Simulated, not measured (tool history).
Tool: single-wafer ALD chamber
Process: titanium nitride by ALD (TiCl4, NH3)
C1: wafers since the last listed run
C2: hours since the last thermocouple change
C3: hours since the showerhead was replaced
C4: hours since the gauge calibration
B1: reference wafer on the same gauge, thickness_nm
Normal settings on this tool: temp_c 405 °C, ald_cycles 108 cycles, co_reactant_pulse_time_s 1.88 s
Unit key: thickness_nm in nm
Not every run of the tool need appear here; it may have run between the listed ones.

Run 1, hour 0: usual settings but ald_cycles 93 cycles; C1 0; C2 1622.1; C3 5654.2; C4 138.3; B1 2. Result: thickness_nm 2.028 nm.
Run 2, hour 13.3: usual settings but temp_c 396 °C; C1 40; C2 1635.4; C3 5667.5; C4 151.6; B1 2.001. Result: thickness_nm 2.336 nm.
At hour 25.4: gauge calibrated.
Run 3, hour 30.4: usual settings but temp_c 396 °C; C1 52; C2 1652.5; C3 5684.6; C4 5; B1 1.999. Result: thickness_nm 2.321 nm.
Run 4, hour 40.8: usual settings; C1 31; C2 1662.9; C3 5695; C4 15.4; B1 2. Result: thickness_nm 2.345 nm.
Run 5, hour 58.7: usual settings but ald_cycles 117 cycles; C1 54; C2 1680.8; C3 5712.9; C4 33.3; B1 2. Result: thickness_nm 2.536 nm.
Run 6, hour 73.8: usual settings but ald_cycles 117 cycles; C1 45; C2 1695.9; C3 5728; C4 48.4; B1 2. Result: thickness_nm 2.541 nm.
Run 7, hour 84.7: usual settings but ald_cycles 117 cycles; C1 33; C2 1706.8; C3 5738.9; C4 59.3; B1 1.999. Result: thickness_nm 2.535 nm.
Run 8, hour 96.1: usual settings; C1 34; C2 1718.2; C3 5750.3; C4 70.7; B1 2. Result: thickness_nm 2.347 nm.
Run 9, hour 103.4: usual settings; C1 22; C2 1725.5; C3 5757.6; C4 78; B1 2. Result: thickness_nm 2.353 nm.
At hour 113.7: thermocouple changed; heater temperature recalibrated.
At hour 136.4: showerhead replaced.
Run 10, hour 139.9: usual settings but temp_c 402 °C, co_reactant_pulse_time_s 1.42 s; C1 62; C2 26.2; C3 3.5; C4 114.5; B1 2. Result: thickness_nm 2.321 nm.
Run 11, hour 150.5: usual settings but temp_c 414 °C, co_reactant_pulse_time_s 2.07 s; C1 32; C2 36.8; C3 14.1; C4 125.1; B1 2. Result: thickness_nm 2.357 nm.
Run 12, hour 161.9: usual settings but temp_c 414 °C, co_reactant_pulse_time_s 2.07 s; C1 34; C2 48.2; C3 25.5; C4 136.5; B1 1.999. Result: thickness_nm 2.367 nm.
Run 13, hour 171.9: usual settings; C1 30; C2 58.2; C3 35.5; C4 146.5; B1 1.999. Result: thickness_nm 2.345 nm.
Run 14, hour 188.6: usual settings; C1 50; C2 74.9; C3 52.2; C4 163.2; B1 1.999. Result: thickness_nm 2.35 nm.
Run 15, hour 199.6: usual settings but temp_c 401 °C, ald_cycles 94 cycles, co_reactant_pulse_time_s 1.41 s; C1 33; C2 85.9; C3 63.2; C4 174.2; B1 1.999. Result: thickness_nm 2.022 nm.
Run 16, hour 212.3: usual settings; C1 38; C2 98.6; C3 75.9; C4 186.9; B1 2.001. Result: thickness_nm 2.35 nm.
At hour 226.6: gauge calibrated.
Run 17, hour 229.1: usual settings but temp_c 417 °C, co_reactant_pulse_time_s 2.15 s; C1 51; C2 115.4; C3 92.7; C4 2.5; B1 2. Result: thickness_nm 2.37 nm.
Run 18, hour 236.2: usual settings but co_reactant_pulse_time_s 1.36 s; C1 21; C2 122.5; C3 99.8; C4 9.6; B1 2. Result: thickness_nm 2.321 nm.
Run 19, hour 249.4: usual settings; C1 40; C2 135.7; C3 113; C4 22.8; B1 2. Result: thickness_nm 2.35 nm.
Run 20, hour 256.5: usual settings but co_reactant_pulse_time_s 2.61 s; C1 21; C2 142.8; C3 120.1; C4 29.9; B1 2. Result: thickness_nm 2.366 nm.
Run 21, hour 272.8: usual settings but temp_c 393 °C, ald_cycles 90 cycles, co_reactant_pulse_time_s 2.37 s; C1 49; C2 159.1; C3 136.4; C4 46.2; B1 1.999. Result: thickness_nm 1.954 nm.
Run 22, hour 280.1: usual settings but temp_c 390 °C, ald_cycles 90 cycles, co_reactant_pulse_time_s 2.54 s; C1 22; C2 166.4; C3 143.7; C4 53.5; B1 2. Result: thickness_nm 1.946 nm.
Run 23, hour 289.7: usual settings; C1 29; C2 176; C3 153.3; C4 63.1; B1 2.001. Result: thickness_nm 2.338 nm.
Run 24, hour 302.5: usual settings; C1 38; C2 188.8; C3 166.1; C4 75.9; B1 1.999. Result: thickness_nm 2.343 nm.
Run 25, hour 311.2: usual settings; C1 26; C2 197.5; C3 174.8; C4 84.6; B1 2.001. Result: thickness_nm 2.348 nm.
Run 26, hour 328.8: usual settings but ald_cycles 119 cycles, co_reactant_pulse_time_s 2.52 s; C1 53; C2 215.1; C3 192.4; C4 102.2; B1 2. Result: thickness_nm 2.607 nm.
Run 27, hour 337.7: usual settings but temp_c 399 °C, ald_cycles 127 cycles; C1 27; C2 224; C3 201.3; C4 111.1; B1 2. Result: thickness_nm 2.743 nm.

3 options for the next run, each taken on its own from the tool as it stands now. Forecast them:
Run A, hour 338.3: usual settings but co_reactant_pulse_time_s 1.51 s; C1 1; C2 224.6; C3 201.9; C4 111.7; B1 ?. Result: thickness_nm ?.
Run B, hour 338.3: usual settings but temp_c 397 °C, ald_cycles 96 cycles, co_reactant_pulse_time_s 2.27 s; C1 1; C2 224.6; C3 201.9; C4 111.7; B1 ?. Result: thickness_nm ?.
Run C, hour 338.3: usual settings but temp_c 395 °C, ald_cycles 96 cycles, co_reactant_pulse_time_s 2.3 s; C1 1; C2 224.6; C3 201.9; C4 111.7; B1 ?. Result: thickness_nm ?.

run  B1  thickness_nm
  A   2         2.324
  B   2         2.085
  C   2         2.083
Take away the tool's hidden state, keep each run's random variation, and the runs would have read:
run  thickness_nm
  A         2.324
  B         2.085
  C         2.083
